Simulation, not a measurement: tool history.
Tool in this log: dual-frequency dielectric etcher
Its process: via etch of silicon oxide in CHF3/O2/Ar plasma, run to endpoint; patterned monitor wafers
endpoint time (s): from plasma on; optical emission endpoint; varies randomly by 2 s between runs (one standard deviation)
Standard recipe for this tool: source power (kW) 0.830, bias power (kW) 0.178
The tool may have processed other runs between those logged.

run   hour  source power (kW)  bias power (kW)  incoming incoming film thickness, nm  endpoint time (s)
  1    0.0              0.830            0.197                                 706.3              265.1
      24.1  -- wet clean of the chamber
  2   33.6              0.830            0.197                                 715.4              282.8
  3   52.4              0.830            0.197                                 715.2              283.9
  4   71.6              0.910            0.197                                 715.7              263.6
  5  105.1              0.830            0.178                                 714.6              292.8
  6  139.0              0.830            0.178                                 711.0              289.3
  7  205.1              0.830            0.178                                 723.7              291.9
  8  226.0              0.920            0.178                                 710.2              269.2
  9  241.3              0.920            0.178                                 712.8              271.3
 10  274.1              0.890            0.197                                 708.9              262.9
 11  294.4              0.890            0.197                                 724.7              267.7
 12  327.7              0.830            0.193                                 710.7              274.1
 13  355.2              0.830            0.193                                 717.5              277.3
 14  386.6              0.910            0.178                                 716.4              273.9
     413.3  -- wet clean of the chamber
     453.5  -- bias power generator calibrated
 15  465.5              0.750            0.219                                 720.6              266.0
     503.8  -- upper electrode replaced
     514.8  -- source power generator calibrated
     521.7  -- wet clean of the chamber, repeated, since the last time left the tool worse
 16  522.2              0.830            0.178                                 719.2              295.0
 17  527.2              0.660            0.151                                 718.0              379.8
 18  561.4              0.900            0.220                                 717.5              257.1
 19  585.9              0.650            0.208                                 713.6              320.5
 20  600.1              0.830            0.178                                 718.6              294.6
 21  659.4              0.700            0.147                                 706.5              355.1
 22  680.6              0.830            0.178                                 718.5              290.6
 23  698.1              0.750            0.202                                 712.4              288.6
 24  717.6              0.680            0.193                                 717.8              317.3
 25  777.3              0.960            0.159                                 715.5              280.3
 26  807.1              0.650            0.192                                 718.3              330.7

List, for all runs, the conditions of the tool that the log does not record:
source power that arrives over what is set, %: 0 at every run
bias power that arrives over what is set, %: 0 at every run
H1: etch rate over this chamber's usual, %
run      H1
  1    2.62
  2  0.0806
  3   0.239
  4   0.402
  5   0.685
  6   0.971
  7    1.53
  8    1.71
  9    1.84
 10    2.11
 11    2.28
 12    2.57
 13     2.8
 14    3.06
 15    6.45
 16  -0.254
 17  -0.212
 18   0.077
 19   0.284
 20   0.404
 21   0.905
 22    1.08
 23    1.23
 24     1.4
 25     1.9
 26    2.15

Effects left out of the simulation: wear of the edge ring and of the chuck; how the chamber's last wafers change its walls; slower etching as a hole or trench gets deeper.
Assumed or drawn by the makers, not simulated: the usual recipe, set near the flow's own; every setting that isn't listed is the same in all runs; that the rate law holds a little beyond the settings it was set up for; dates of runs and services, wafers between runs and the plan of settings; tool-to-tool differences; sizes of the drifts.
